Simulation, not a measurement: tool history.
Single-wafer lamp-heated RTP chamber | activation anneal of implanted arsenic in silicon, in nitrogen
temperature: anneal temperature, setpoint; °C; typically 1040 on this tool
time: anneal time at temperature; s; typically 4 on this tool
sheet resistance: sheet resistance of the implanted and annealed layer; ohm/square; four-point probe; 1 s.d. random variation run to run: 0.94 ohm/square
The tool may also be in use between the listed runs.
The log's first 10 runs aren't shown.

run,day,temperature,time,wafers since the last listed run,wafers since the last pyrometer calibration,wafers since the reflector plate was cleaned,hours since the gauge calibration,"read-back reference wafer on the same gauge, sheet resistance",sheet resistance
11,10.367,1040,4,494,3212,6749,762.7,183.44,200.17
# day 11.475: pyrometer window cleaned and pyrometer calibrated
12,13.162,1022,5,1066,729,7815,829.8,182.86,203.97
13,13.967,1022,5,348,1077,8163,849.1,183.06,202.59
14,15.125,1021,4,501,1579,8665,876.9,182.98,209.95
15,16.512,1021,4,600,2180,9265,910.2,183.02,208.96
16,17.417,1021,4,391,2571,9657,931.9,183.05,209.77
17,18.350,1040,6,404,2975,10061,954.3,182.93,189.88
# day 19.154: pyrometer window cleaned and pyrometer calibrated
18,19.450,1040,4,331,128,10393,980.7,183.35,200.54
19,20.367,1049,6,396,525,10790,1002.7,183.13,186.88
# day 20.742: reflector plate cleaned
20,21.842,1068,3,494,1019,476,1038.1,183.10,196.59
# day 22.458: gauge calibrated
21,22.917,1030,5,465,1485,942,11.0,182.79,204.42
22,24.142,1019,6,530,2015,1472,40.4,182.98,204.72
23,24.738,1040,4,257,2273,1730,54.7,183.10,201.23
24,26.162,1050,6,616,2890,2347,88.9,182.82,188.11
25,26.875,1030,3,308,3199,2656,106.0,183.47,211.85
# day 28.300: pyrometer window cleaned and pyrometer calibrated
26,28.321,1057,3,481,9,3137,140.7,183.31,198.61
27,29.138,1040,4,353,362,3491,160.3,183.28,200.24
28,30.604,1023,4,635,997,4126,195.5,183.27,210.33
29,31.142,1027,3,232,1230,4359,208.4,183.05,213.03
30,32.225,1013,4,469,1699,4828,234.4,182.80,213.31

The next listed run, before its measurement:
31,33.700,1059,6,638,2338,5466,269.8,?,?

{"run 31": {"read-back reference wafer on the same gauge, sheet resistance": 182.56, "sheet resistance": 182.89}}
With no hidden state in the tool, this same run would have given sheet resistance 185.96 ohm/square.
